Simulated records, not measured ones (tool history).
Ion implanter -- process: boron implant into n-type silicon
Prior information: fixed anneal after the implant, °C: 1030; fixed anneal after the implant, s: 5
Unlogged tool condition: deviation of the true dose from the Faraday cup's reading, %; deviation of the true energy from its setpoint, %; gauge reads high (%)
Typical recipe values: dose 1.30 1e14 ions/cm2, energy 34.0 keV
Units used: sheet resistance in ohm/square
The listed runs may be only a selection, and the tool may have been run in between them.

run	hour	dose	energy	wafers since the last listed run	hours since the last dose calibration	hours since the extraction supply was calibrated	hours since the gauge calibration	read-back reference wafer on the same gauge, sheet resistance	sheet resistance
1	0.0	1.30	34.0	0	606.6	5250.3	51.9	724.11	604.87
2	25.8	1.30	34.0	498	632.4	5276.1	77.7	723.97	608.66
3	37.9	1.30	34.0	233	644.5	5288.2	89.8	724.34	605.15
4	73.5	1.30	34.0	687	680.1	5323.8	125.4	725.27	608.29
5	101.2	1.30	25.0	534	707.8	5351.5	153.1	724.14	638.72
6	114.9	1.30	25.0	264	721.5	5365.2	166.8	725.12	636.27
7	134.4	1.30	25.0	376	741.0	5384.7	186.3	724.48	635.89
8	160.2	1.30	34.0	498	766.8	5410.5	212.1	724.69	610.27
9	190.2	1.30	36.5	579	796.8	5440.5	242.1	724.92	599.92
10	225.7	1.30	36.5	685	832.3	5476.0	277.6	724.80	600.26
11	247.2	1.43	34.0	415	853.8	5497.5	299.1	723.45	563.01
# hour 267.0: extraction supply calibrated
12	280.5	1.43	34.0	488	887.1	13.5	332.4	724.99	561.14
13	304.8	1.30	34.0	469	911.4	37.8	356.7	725.03	607.84
# hour 332.8: Faraday cup replaced and dose calibrated
14	336.6	1.30	28.0	459	3.8	69.6	388.5	724.77	647.94
15	349.9	1.30	28.0	256	17.1	82.9	401.8	724.60	642.80
16	376.1	1.30	34.0	505	43.3	109.1	428.0	725.64	620.91
17	392.0	1.30	34.0	306	59.2	125.0	443.9	724.56	620.45
18	423.0	1.30	34.0	598	90.2	156.0	474.9	723.43	621.60
19	447.3	1.30	34.0	469	114.5	180.3	499.2	723.96	623.28
20	459.6	1.53	37.5	237	126.8	192.6	511.5	724.13	539.45
21	482.0	1.11	42.0	432	149.2	215.0	533.9	723.02	663.68
22	513.7	1.30	30.5	611	180.9	246.7	565.6	724.72	626.71
23	534.6	1.30	34.0	403	201.8	267.6	586.5	724.59	611.91
# hour 542.7: gauge calibrated
24	624.0	1.12	31.0	1725	291.2	357.0	81.3	723.61	696.91
25	654.0	0.96	34.0	579	321.2	387.0	111.3	723.43	760.45
26	669.2	1.14	30.5	293	336.4	402.2	126.5	724.21	687.23
27	684.8	1.05	23.5	301	352.0	417.8	142.1	724.10	765.71
28	754.0	1.30	23.5	1335	421.2	487.0	211.3	723.73	646.17
29	770.4	0.97	39.5	316	437.6	503.4	227.7	725.10	733.40
30	794.9	1.69	25.0	472	462.1	527.9	252.2	723.98	523.64
31	818.9	1.05	34.0	463	486.1	551.9	276.2	724.36	714.30
32	837.1	1.12	30.5	351	504.3	570.1	294.4	724.56	690.51

Each row is a separate what-if for the run after 32, all from the same tool condition, not one after another. Results?
A	837.5	1.30	34.0	7	504.7	570.5	294.8	?	?
B	837.5	1.64	37.0	7	504.7	570.5	294.8	?	?
C	837.5	1.30	39.5	7	504.7	570.5	294.8	?	?
D	837.5	1.56	34.0	7	504.7	570.5	294.8	?	?
E	837.5	1.52	29.0	7	504.7	570.5	294.8	?	?

run	read-back reference wafer on the same gauge, sheet resistance	sheet resistance
A	723.92	609.44
B	723.92	505.89
C	723.92	594.03
D	723.92	531.97
E	723.92	555.82
Without the tool's hidden state the same runs would have given:
run	sheet resistance
A	627.71
B	521.24
C	611.52
D	548.21
E	573.12
